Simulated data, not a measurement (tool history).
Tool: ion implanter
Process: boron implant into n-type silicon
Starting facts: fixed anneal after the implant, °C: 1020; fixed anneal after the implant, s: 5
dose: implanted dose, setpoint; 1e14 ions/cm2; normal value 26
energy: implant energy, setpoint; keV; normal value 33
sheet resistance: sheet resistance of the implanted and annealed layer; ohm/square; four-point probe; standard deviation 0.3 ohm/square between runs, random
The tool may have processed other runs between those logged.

| run | hour | dose | energy | wafers since the last listed run | hours since the last dose calibration | hours since the extraction supply was calibrated | hours since the gauge calibration | read-back reference wafer on the same gauge, sheet resistance | sheet resistance |
|---|---|---|---|---|---|---|---|---|---|
| 1 | 0 | 26 | 30.5 | 0 | 407.8 | 2819.9 | 951.1 | 45.75 | 56.89 |
| 2 | 74.8 | 26 | 33 | 1985 | 482.6 | 2894.7 | 1025.9 | 45.67 | 55.56 |
|  | 164.1 | Faraday cup replaced and dose calibrated |
| 3 | 166.2 | 26 | 33 | 2213 | 2.1 | 2986.1 | 1117.3 | 45.8 | 57.07 |
| 4 | 232.4 | 26 | 33 | 1756 | 68.3 | 3052.3 | 1183.5 | 45.74 | 56.8 |
| 5 | 272 | 31.19 | 38 | 1050 | 107.9 | 3091.9 | 1223.1 | 45.73 | 49.55 |
| 6 | 372.4 | 31.19 | 38 | 2664 | 208.3 | 3192.3 | 1323.5 | 45.65 | 49.67 |
| 7 | 447.8 | 31.19 | 38 | 2000 | 283.7 | 3267.7 | 1398.9 | 45.69 | 49.57 |
| 8 | 509.8 | 26 | 27 | 1645 | 345.7 | 3329.7 | 1460.9 | 45.75 | 58.63 |
| 9 | 547.1 | 26 | 27 | 989 | 383 | 3367 | 1498.2 | 45.69 | 58.99 |
| 10 | 652.4 | 26 | 27 | 2794 | 488.3 | 3472.3 | 1603.5 | 45.75 | 59.02 |
|  | 696.2 | Faraday cup replaced and dose calibrated |
| 11 | 696.7 | 26 | 39 | 963 | 0.5 | 3516.6 | 1647.8 | 45.8 | 54.75 |
| 12 | 794.1 | 26 | 39 | 2584 | 97.9 | 3614 | 1745.2 | 45.69 | 55.06 |
| 13 | 889.2 | 26 | 39.5 | 2523 | 193 | 3709.1 | 1840.3 | 45.7 | 54.52 |
| 14 | 943.8 | 26 | 39.5 | 1448 | 247.6 | 3763.7 | 1894.9 | 45.78 | 54.24 |
| 15 | 1016.3 | 26 | 33 | 1924 | 320.1 | 3836.2 | 1967.4 | 45.7 | 56.32 |
|  | 1080.9 | extraction supply calibrated |
| 16 | 1083.3 | 30.07 | 33 | 1565 | 387.1 | 2.4 | 2034.4 | 45.76 | 52.22 |
| 17 | 1165.5 | 26 | 25.5 | 2181 | 469.3 | 84.6 | 2116.6 | 45.72 | 59.98 |
|  | 1282.7 | Faraday cup replaced and dose calibrated |
|  | 1412.7 | gauge calibrated |
| 18 | 1437 | 26 | 25.5 | 6992 | 154.3 | 356.1 | 24.3 | 45.63 | 60.46 |
| 19 | 1524.9 | 21.65 | 43 | 2332 | 242.2 | 444 | 112.2 | 45.66 | 60.2 |
| 20 | 1625.9 | 22.2 | 37.5 | 2680 | 343.2 | 545 | 213.2 | 45.69 | 59.5 |
| 21 | 1665.6 | 26 | 33 | 1053 | 382.9 | 584.7 | 252.9 | 45.73 | 56.35 |
| 22 | 1724.3 | 22.08 | 33 | 1557 | 441.6 | 643.4 | 311.6 | 45.83 | 61.09 |
| 23 | 1812.2 | 20.01 | 25.5 | 2332 | 529.5 | 731.3 | 399.5 | 45.69 | 68.57 |
|  | 1831.7 | Faraday cup replaced and dose calibrated |
| 24 | 1916.2 | 30.18 | 33 | 2547 | 84.5 | 835.3 | 503.5 | 45.63 | 52.65 |
| 25 | 1989.7 | 26 | 33 | 1950 | 158 | 908.8 | 577 | 45.73 | 56.41 |
| 26 | 2068 | 26 | 33 | 2077 | 236.3 | 987.1 | 655.3 | 45.68 | 56.45 |
| 27 | 2128.8 | 26 | 27.5 | 1613 | 297.1 | 1047.9 | 716.1 | 45.79 | 58.89 |
| 28 | 2179.5 | 20.82 | 23 | 1345 | 347.8 | 1098.6 | 766.8 | 45.71 | 67.83 |
| 29 | 2245.6 | 32.51 | 27 | 1754 | 413.9 | 1164.7 | 832.9 | 45.69 | 54.09 |
| 30 | 2305.8 | 18.58 | 36 | 1597 | 474.1 | 1224.9 | 893.1 | 45.84 | 66.49 |
|  | 2381.4 | Faraday cup replaced and dose calibrated |
| 31 | 2411.6 | 26 | 29.5 | 2595 | 30.2 | 1330.7 | 998.9 | 45.75 | 58.22 |
| 32 | 2513.1 | 32.58 | 39 | 2693 | 131.7 | 1432.2 | 1100.4 | 45.66 | 47.97 |
| 33 | 2616.4 | 28.57 | 33 | 2741 | 235 | 1535.5 | 1203.7 | 45.72 | 53.89 |
| 34 | 2696.6 | 19.94 | 33 | 2128 | 315.2 | 1615.7 | 1283.9 | 45.73 | 64.99 |
| 35 | 2789.8 | 32.85 | 33 | 2473 | 408.4 | 1708.9 | 1377.1 | 45.69 | 49.97 |
| 36 | 2870 | 23.15 | 33 | 2128 | 488.6 | 1789.1 | 1457.3 | 45.66 | 59.47 |
|  | 2964.3 | Faraday cup replaced and dose calibrated |
| 37 | 2964.8 | 26 | 33 | 2303 | 0.5 | 1883.9 | 1552.1 | 45.62 | 57.07 |

What if the next run were any one of these 3? Each begins from the tool's condition after run 37:
| A | 2965.2 | 26 | 33 | 10 | 0.9 | 1884.3 | 1552.5 | ? | ? |
| B | 2965.2 | 18.61 | 26 | 10 | 0.9 | 1884.3 | 1552.5 | ? | ? |
| C | 2965.2 | 20.42 | 28 | 10 | 0.9 | 1884.3 | 1552.5 | ? | ? |

| run | read-back reference wafer on the same gauge, sheet resistance | sheet resistance |
|---|---|---|
| A | 45.68 | 56.88 |
| B | 45.68 | 72.26 |
| C | 45.68 | 67.48 |
Had the tool no hidden state, the same runs would have come out as:
| run | sheet resistance |
|---|---|
| A | 56.76 |
| B | 72.11 |
| C | 67.34 |
